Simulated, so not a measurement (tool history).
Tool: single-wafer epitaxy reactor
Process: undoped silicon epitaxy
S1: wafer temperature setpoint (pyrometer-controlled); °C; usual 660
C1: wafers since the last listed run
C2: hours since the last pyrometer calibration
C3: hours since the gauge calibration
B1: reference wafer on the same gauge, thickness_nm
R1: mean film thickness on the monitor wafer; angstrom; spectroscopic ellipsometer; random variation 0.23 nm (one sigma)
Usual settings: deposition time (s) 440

{"run": 1, "hour": 0.0, "S1": 660, "deposition time (s)": 440, "C1": 0, "C2": 1249.9, "C3": 635.0, "B1": 84.998, "R1": 1018.29}
{"run": 2, "hour": 99.5, "S1": 660, "deposition time (s)": 440, "C1": 466, "C2": 1349.4, "C3": 734.5, "B1": 84.997, "R1": 1013.97}
{"run": 3, "hour": 159.6, "S1": 660, "deposition time (s)": 440, "C1": 281, "C2": 1409.5, "C3": 794.6, "B1": 85.009, "R1": 1016.33}
{"run": 4, "hour": 241.0, "S1": 660, "deposition time (s)": 440, "C1": 381, "C2": 1490.9, "C3": 876.0, "B1": 85.029, "R1": 1018.46}
{"run": 5, "hour": 324.1, "S1": 660, "deposition time (s)": 409, "C1": 389, "C2": 1574.0, "C3": 959.1, "B1": 85.079, "R1": 947.04}
{"run": 6, "hour": 405.5, "S1": 660, "deposition time (s)": 409, "C1": 381, "C2": 1655.4, "C3": 1040.5, "B1": 84.884, "R1": 950.3}
{"run": 7, "hour": 663.7, "S1": 670, "deposition time (s)": 440, "C1": 1210, "C2": 1913.6, "C3": 1298.7, "B1": 85.022, "R1": 1224.02}
{"run": 8, "hour": 764.0, "S1": 657, "deposition time (s)": 440, "C1": 470, "C2": 2013.9, "C3": 1399.0, "B1": 84.965, "R1": 960.77}
{"run": 9, "hour": 830.9, "S1": 657, "deposition time (s)": 440, "C1": 313, "C2": 2080.8, "C3": 1465.9, "B1": 84.955, "R1": 962.49}
{"run": 10, "hour": 887.0, "S1": 657, "deposition time (s)": 440, "C1": 262, "C2": 2136.9, "C3": 1522.0, "B1": 85.066, "R1": 963.09}
{"hour": 942.3, "done": "pyrometer calibrated"}
{"run": 11, "hour": 957.8, "S1": 660, "deposition time (s)": 440, "C1": 294, "C2": 15.5, "C3": 1592.8, "B1": 84.972, "R1": 1005.32}
{"run": 12, "hour": 995.3, "S1": 647, "deposition time (s)": 482, "C1": 175, "C2": 53.0, "C3": 1630.3, "B1": 85.006, "R1": 855.83}
{"hour": 1059.2, "done": "gauge calibrated"}
{"run": 13, "hour": 1086.7, "S1": 674, "deposition time (s)": 367, "C1": 428, "C2": 144.4, "C3": 27.5, "B1": 84.999, "R1": 1085.21}
{"run": 14, "hour": 1132.4, "S1": 672, "deposition time (s)": 375, "C1": 214, "C2": 190.1, "C3": 73.2, "B1": 85.003, "R1": 1071.67}
{"run": 15, "hour": 1238.8, "S1": 660, "deposition time (s)": 517, "C1": 498, "C2": 296.5, "C3": 179.6, "B1": 84.953, "R1": 1187.12}
{"run": 16, "hour": 1316.0, "S1": 667, "deposition time (s)": 466, "C1": 361, "C2": 373.7, "C3": 256.8, "B1": 85.001, "R1": 1215.27}
{"run": 17, "hour": 1355.2, "S1": 660, "deposition time (s)": 440, "C1": 183, "C2": 412.9, "C3": 296.0, "B1": 84.999, "R1": 1013.26}
{"run": 18, "hour": 1426.3, "S1": 660, "deposition time (s)": 483, "C1": 333, "C2": 484.0, "C3": 367.1, "B1": 84.974, "R1": 1110.87}
{"run": 19, "hour": 1520.0, "S1": 669, "deposition time (s)": 409, "C1": 439, "C2": 577.7, "C3": 460.8, "B1": 85.008, "R1": 1111.8}
{"run": 20, "hour": 1615.2, "S1": 671, "deposition time (s)": 486, "C1": 446, "C2": 672.9, "C3": 556.0, "B1": 84.973, "R1": 1364.87}
{"run": 21, "hour": 1715.0, "S1": 668, "deposition time (s)": 440, "C1": 467, "C2": 772.7, "C3": 655.8, "B1": 84.994, "R1": 1176.77}
{"run": 22, "hour": 1766.1, "S1": 660, "deposition time (s)": 440, "C1": 239, "C2": 823.8, "C3": 706.9, "B1": 85.013, "R1": 1016.84}
{"run": 23, "hour": 1810.1, "S1": 660, "deposition time (s)": 440, "C1": 206, "C2": 867.8, "C3": 750.9, "B1": 85.034, "R1": 1011.95}

Forecast each of these 4 alternatives for the next run:
{"run": "A", "hour": 1810.6, "S1": 675, "deposition time (s)": 440, "C1": 2, "C2": 868.3, "C3": 751.4, "B1": "?", "R1": "?"}
{"run": "B", "hour": 1810.6, "S1": 669, "deposition time (s)": 386, "C1": 2, "C2": 868.3, "C3": 751.4, "B1": "?", "R1": "?"}
{"run": "C", "hour": 1810.6, "S1": 645, "deposition time (s)": 507, "C1": 2, "C2": 868.3, "C3": 751.4, "B1": "?", "R1": "?"}
{"run": "D", "hour": 1810.6, "S1": 665, "deposition time (s)": 377, "C1": 2, "C2": 868.3, "C3": 751.4, "B1": "?", "R1": "?"}

run=A B1=85.122 R1=1337.46
run=B B1=85.122 R1=1051.14
run=C B1=85.122 R1=878.16
run=D B1=85.122 R1=953.40
Without the tool's hidden state the same runs would have given:
run=A R1=1323.19
run=B R1=1039.80
run=C R1=868.25
run=D R1=943.04
